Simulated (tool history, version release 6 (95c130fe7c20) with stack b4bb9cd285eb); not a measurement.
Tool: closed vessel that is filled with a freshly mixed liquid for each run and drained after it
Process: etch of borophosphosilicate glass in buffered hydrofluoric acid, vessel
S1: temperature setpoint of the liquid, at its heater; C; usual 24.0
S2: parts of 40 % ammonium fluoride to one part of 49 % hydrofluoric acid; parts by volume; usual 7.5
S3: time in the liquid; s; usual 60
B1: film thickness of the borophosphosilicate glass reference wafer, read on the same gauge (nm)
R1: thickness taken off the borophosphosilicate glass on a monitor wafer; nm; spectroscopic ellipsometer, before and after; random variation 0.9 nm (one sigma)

run	hour	S1	S2	S3	B1	R1
1	0.0	24.0	7.5	60	49.98	150.68
2	6.4	24.0	7.5	60	50.02	150.09
3	39.9	24.0	7.5	60	49.99	147.70
4	52.3	24.0	7.5	75	50.01	184.68
5	69.9	24.0	8.5	60	50.00	130.66
6	76.1	24.0	8.5	60	50.00	130.66
7	92.6	24.0	6.5	45	50.01	125.82
8	103.7	24.0	7.5	60	49.99	148.82
9	119.2	24.0	7.5	60	49.98	146.03
10	128.3	24.0	7.5	60	50.02	147.55
11	143.7	24.0	7.5	85	49.99	206.33
12	158.5	24.0	7.5	85	50.00	209.31
# hour 165.3: thermometer replaced
13	172.3	19.5	7.5	80	49.99	182.23
14	184.5	24.0	7.5	60	50.00	172.66
# hour 192.6: hydrofluoric acid flow meter replaced
15	193.5	24.0	7.5	60	49.98	155.98
# hour 198.2: gauge calibrated
16	203.3	27.0	6.5	60	50.01	214.33
17	212.6	24.0	6.5	60	50.03	179.39
18	226.2	24.0	10.5	60	49.97	114.24
19	243.3	20.5	7.5	45	50.05	96.44
20	259.4	24.0	7.5	60	50.00	157.76
21	267.5	24.0	7.5	70	50.01	182.99
22	275.8	22.0	5.0	60	50.00	203.27
23	289.4	24.0	6.5	60	50.01	179.59
24	303.3	19.5	6.0	75	49.98	187.83

Forecast each of these 5 alternatives for the next run:
A	304.0	24.0	7.5	60	?	?
B	304.0	27.5	7.5	40	?	?
C	304.0	24.0	7.5	30	?	?
D	304.0	22.5	7.5	60	?	?
E	304.0	26.5	5.0	90	?	?

run	B1	R1
A	50.01	155.39
B	50.01	124.87
C	50.01	77.70
D	50.01	143.26
E	50.01	384.82
Without the tool's hidden state the same runs would have given:
run	R1
A	156.58
B	125.75
C	78.29
D	144.40
E	388.59
